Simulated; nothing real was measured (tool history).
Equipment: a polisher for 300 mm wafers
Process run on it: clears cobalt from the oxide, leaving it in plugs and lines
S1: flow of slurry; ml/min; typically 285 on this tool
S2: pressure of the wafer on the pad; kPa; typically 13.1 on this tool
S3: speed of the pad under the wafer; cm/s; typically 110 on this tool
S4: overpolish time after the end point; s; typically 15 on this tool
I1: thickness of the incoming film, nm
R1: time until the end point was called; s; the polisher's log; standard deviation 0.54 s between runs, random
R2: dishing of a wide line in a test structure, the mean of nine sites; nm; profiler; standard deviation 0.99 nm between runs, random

run     day   S1    S2   S3  S4     I1    R1    R2
  1   0.000  285  13.1  110  15  364.0  58.9  54.4
      0.404  -- slurry nozzle cleaned
  2   2.971  285  13.1  110  15  358.0  60.0  51.8
  3   5.250  285  13.1  110  15  360.1  60.1  50.7
      6.225  -- head pressure recalibrated
  4   8.367  285  13.1  110  15  353.3  60.0  51.2
  5  10.538  225  13.1  110  15  359.8  63.2  50.1
     10.988  -- worn pad replaced by a new one
  6  14.567  225  13.1  110  15  368.2  61.0  52.5
  7  17.488  245  15.9  110  15  358.6  50.0  57.8
  8  20.150  245  15.9  110  15  361.2  50.5  56.4
     22.496  -- head pressure recalibrated
  9  24.396  245  15.9  110  15  356.7  51.6  54.6
     26.642  -- worn pad replaced by a new one
 10  27.300  255  13.1  110  15  362.4  58.9  54.2
 11  29.417  255  13.1  110  15  359.6  59.1  51.2
 12  31.829  255  13.1  110  15  353.4  58.6  52.3
 13  34.771  285  13.1  110  15  355.4  58.5  50.7
     36.454  -- slurry nozzle cleaned
 14  36.821  360  14.5  110  15  358.7  53.1  55.9
 15  38.433  285  13.1  110  15  360.4  61.3  54.0
     39.596  -- head pressure recalibrated
     40.171  -- worn pad replaced by a new one
 16  40.192  285  15.9  148  23  360.9  36.6  68.9
 17  42.888  320  10.3  138  19  364.2  61.2  57.3
 18  44.842  285  13.1  110  15  361.1  59.2  51.2
 19  48.067  285  13.1  124  21  365.9  55.4  63.1
 20  52.375  355   9.0  110  10  354.3  86.5  31.0
     53.562  -- worn pad replaced by a new one, of another model than before
 21  53.879  285  10.3   82   8  359.3  79.4  28.9
     54.279  -- head pressure recalibrated
 22  58.254  285  13.1  110  15  362.3  60.1  51.3
 23  60.871  340   9.0   82  19  358.5  86.6  48.6
 24  63.788  220  15.2  110  19  359.2  55.6  60.1
 25  66.571  195  16.5  146   9  361.3  45.3  45.6
     69.892  -- worn pad replaced by a new one
     70.062  -- head pressure recalibrated
 26  70.604  285  13.1  110  15  358.9  57.3  53.0
     71.338  -- slurry nozzle cleaned
 27  76.012  345  15.9  110  15  357.6  50.6  55.5

Hidden state or all else? Some run-to-run changes of R1, split into what the settings, what came in and random variation would give without the hidden state, and what is left for the hidden state (with any gauge scatter that isn't in both results):
What the log doesn't record here: removal rate lost through wear of the pad, %; slurry flow missing at the pad, %; deviation of the head's pressure from its setpoint, %.
Run 9 -> 10: S1 245 -> 255, S2 15.9 -> 13.1, worn pad replaced by a new one. R1 +7.3 s: hidden state -3.1, all else +10.4.
Run 19 -> 20: S1 285 -> 355, S2 13.1 -> 9.0, S3 124 -> 110, S4 21 -> 10. R1 +31.1 s: hidden state +2.8, all else +28.3.
Run 20 -> 21: S1 355 -> 285, S2 9.0 -> 10.3, S3 110 -> 82, S4 10 -> 8, worn pad replaced by a new one, of another model than before. R1 -7.1 s: hidden state -4.6, all else -2.5.
Run 23 -> 24: S1 340 -> 220, S2 9.0 -> 15.2, S3 82 -> 110. R1 -31.0 s: hidden state -0.5, all else -30.5.
